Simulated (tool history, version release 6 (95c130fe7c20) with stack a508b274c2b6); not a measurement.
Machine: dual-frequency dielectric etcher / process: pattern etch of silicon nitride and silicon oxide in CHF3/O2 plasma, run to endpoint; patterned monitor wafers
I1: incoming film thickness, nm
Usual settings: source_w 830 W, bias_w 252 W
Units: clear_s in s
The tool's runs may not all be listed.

run 1 hour=0 | source_w=830 bias_w=300 | I1=191.7 | clear_s=94.9
run 2 hour=13.4 | source_w=830 bias_w=252 | I1=192.7 | clear_s=101.8
run 3 hour=20.9 | source_w=830 bias_w=252 | I1=195.2 | clear_s=102.8
run 4 hour=27.2 | source_w=830 bias_w=252 | I1=191.4 | clear_s=101.2
run 5 hour=37.8 | source_w=830 bias_w=252 | I1=193.7 | clear_s=102.5
run 6 hour=49.9 | source_w=830 bias_w=252 | I1=193.5 | clear_s=102.3
run 7 hour=63.4 | source_w=830 bias_w=275 | I1=192.3 | clear_s=98.8
run 8 hour=76.6 | source_w=830 bias_w=275 | I1=194.3 | clear_s=100.1
run 9 hour=93.6 | source_w=730 bias_w=252 | I1=195 | clear_s=109.6
run 10 hour=100.9 | source_w=910 bias_w=224 | I1=192.3 | clear_s=102.3
run 11 hour=113.6 | source_w=830 bias_w=231 | I1=194.1 | clear_s=106.7
run 12 hour=123.9 | source_w=980 bias_w=232 | I1=192.9 | clear_s=98.1
run 13 hour=131.4 | source_w=750 bias_w=282 | I1=192.2 | clear_s=103.5
run 14 hour=178.4 | source_w=830 bias_w=298 | I1=194.8 | clear_s=94.6
run 15 hour=178.8 | source_w=830 bias_w=252 | I1=194 | clear_s=99.2
run 16 hour=179.2 | source_w=990 bias_w=310 | I1=192.5 | clear_s=84.6
run 17 hour=179.5 | source_w=830 bias_w=252 | I1=190.9 | clear_s=97.4
run 18 hour=191.1 | source_w=750 bias_w=252 | I1=193 | clear_s=103.3
run 19 hour=208.9 | source_w=660 bias_w=206 | I1=193 | clear_s=117.1
run 20 hour=219.6 | source_w=830 bias_w=252 | I1=194.3 | clear_s=99.2
run 21 hour=236.1 | source_w=970 bias_w=252 | I1=193.6 | clear_s=92.9

Between the runs listed above, the log contained 4 entries, not reproduced here. Where in the sequence does each belong, and how does what the log doesn't record of the tool's condition differ from the listed run before to the listed run after?
From run 8 to run 9: bias power generator calibrated (hour 85.1)
  etch rate over this chamber's usual, %: -3.76 -> -3.9
  what was measured, less what the result would be without the hidden state, clear_s: +3.8 -> +4.3 s
From run 9 to run 10: source power generator calibrated (hour 99.8)
  etch rate over this chamber's usual, %: -3.9 -> -3.97
  what was measured, less what the result would be without the hidden state, clear_s: +4.3 -> +4 s
From run 13 to run 14: wet clean of the chamber (hour 162.4); upper electrode replaced (hour 177.9)
  etch rate over this chamber's usual, %: -4.22 -> -0.0494
  what was measured, less what the result would be without the hidden state, clear_s: +4.4 -> +0.1 s

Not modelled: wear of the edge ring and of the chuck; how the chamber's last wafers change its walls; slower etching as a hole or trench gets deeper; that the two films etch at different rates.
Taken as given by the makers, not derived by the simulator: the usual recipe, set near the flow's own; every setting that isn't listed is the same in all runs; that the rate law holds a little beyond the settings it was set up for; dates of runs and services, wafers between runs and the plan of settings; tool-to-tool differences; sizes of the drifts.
